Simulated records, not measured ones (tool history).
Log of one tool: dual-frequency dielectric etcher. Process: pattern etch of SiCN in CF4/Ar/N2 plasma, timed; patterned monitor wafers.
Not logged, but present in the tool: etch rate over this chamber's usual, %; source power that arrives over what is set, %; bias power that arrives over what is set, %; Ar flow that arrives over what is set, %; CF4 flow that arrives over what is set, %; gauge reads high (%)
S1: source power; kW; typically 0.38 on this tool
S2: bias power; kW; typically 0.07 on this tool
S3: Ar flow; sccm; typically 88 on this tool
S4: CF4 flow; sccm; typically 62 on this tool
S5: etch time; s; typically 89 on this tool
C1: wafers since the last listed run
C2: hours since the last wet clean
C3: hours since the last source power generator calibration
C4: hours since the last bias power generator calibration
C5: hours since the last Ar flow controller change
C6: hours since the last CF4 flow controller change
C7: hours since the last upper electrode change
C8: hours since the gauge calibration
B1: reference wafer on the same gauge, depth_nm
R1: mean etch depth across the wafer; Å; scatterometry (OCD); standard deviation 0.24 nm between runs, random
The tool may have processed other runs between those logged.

run,hour,S1,S2,S3,S4,S5,C1,C2,C3,C4,C5,C6,C7,C8,B1,R1
1,0,0.38,0.07,102,62,89,0,421.2,3976,1015.2,1129.3,3913.5,3977.7,713.5,64.5,602
# hour 53.1: wet clean of the chamber
2,53.6,0.38,0.07,88,62,79.5,195,0.5,4029.6,1068.8,1182.9,3967.1,4031.3,767.1,64.5,553
3,75.3,0.38,0.07,88,62,79.5,143,22.2,4051.3,1090.5,1204.6,3988.8,4053,788.8,64.5,559
4,116.6,0.38,0.07,88,62,79.5,272,63.5,4092.6,1131.8,1245.9,4030.1,4094.3,830.1,64.5,557
5,165.7,0.38,0.07,88,62,89,324,112.6,4141.7,1180.9,1295,4079.2,4143.4,879.2,64.4,627
6,228.9,0.38,0.07,88,62,89,417,175.8,4204.9,1244.1,1358.2,4142.4,4206.6,942.4,64.4,626
7,256.3,0.38,0.07,77,62,89,181,203.2,4232.3,1271.5,1385.6,4169.8,4234,969.8,64.5,637
# hour 288.6: wet clean of the chamber, repeated, since the last time left the tool worse
8,289.1,0.38,0.07,77,62,89,58,0.5,4265.1,1304.3,1418.4,4202.6,4266.8,1002.6,64.6,613
9,347.4,0.38,0.062,88,66,89,385,58.8,4323.4,1362.6,1476.7,4260.9,4325.1,1060.9,64.6,582
# hour 386.7: gauge calibrated
# hour 397.8: Ar flow controller replaced
10,400.9,0.38,0.07,71,62,101,313,112.3,4376.9,1416.1,3.1,4314.4,4378.6,14.2,64.5,711
# hour 431.5: CF4 flow controller replaced
# hour 477.6: upper electrode replaced
11,478.1,0.38,0.053,77,50,69.5,311,189.5,4454.1,1493.3,80.3,46.6,0.5,91.4,64.5,426
12,527.1,0.38,0.07,88,62,89,323,238.5,4503.1,1542.3,129.3,95.6,49.5,140.4,64.4,610
# hour 548.7: source power generator calibrated
13,575.6,0.48,0.07,70,62,89,294,287,26.9,1590.8,177.8,144.1,98,188.9,64.6,769
14,614,0.45,0.07,88,62,89,253,325.4,65.3,1629.2,216.2,182.5,136.4,227.3,64.6,706

For run 15, what comes out?
# hour 619.1: bias power generator calibrated
15,668.3,0.38,0.07,88,62,79.5,332,379.7,119.6,49.2,270.5,236.8,190.7,281.6,?,?

B1: 64.5
R1: 551 Å
Were there no unlogged condition in the tool, this run, its random variation unchanged, would have produced R1 542 Å.

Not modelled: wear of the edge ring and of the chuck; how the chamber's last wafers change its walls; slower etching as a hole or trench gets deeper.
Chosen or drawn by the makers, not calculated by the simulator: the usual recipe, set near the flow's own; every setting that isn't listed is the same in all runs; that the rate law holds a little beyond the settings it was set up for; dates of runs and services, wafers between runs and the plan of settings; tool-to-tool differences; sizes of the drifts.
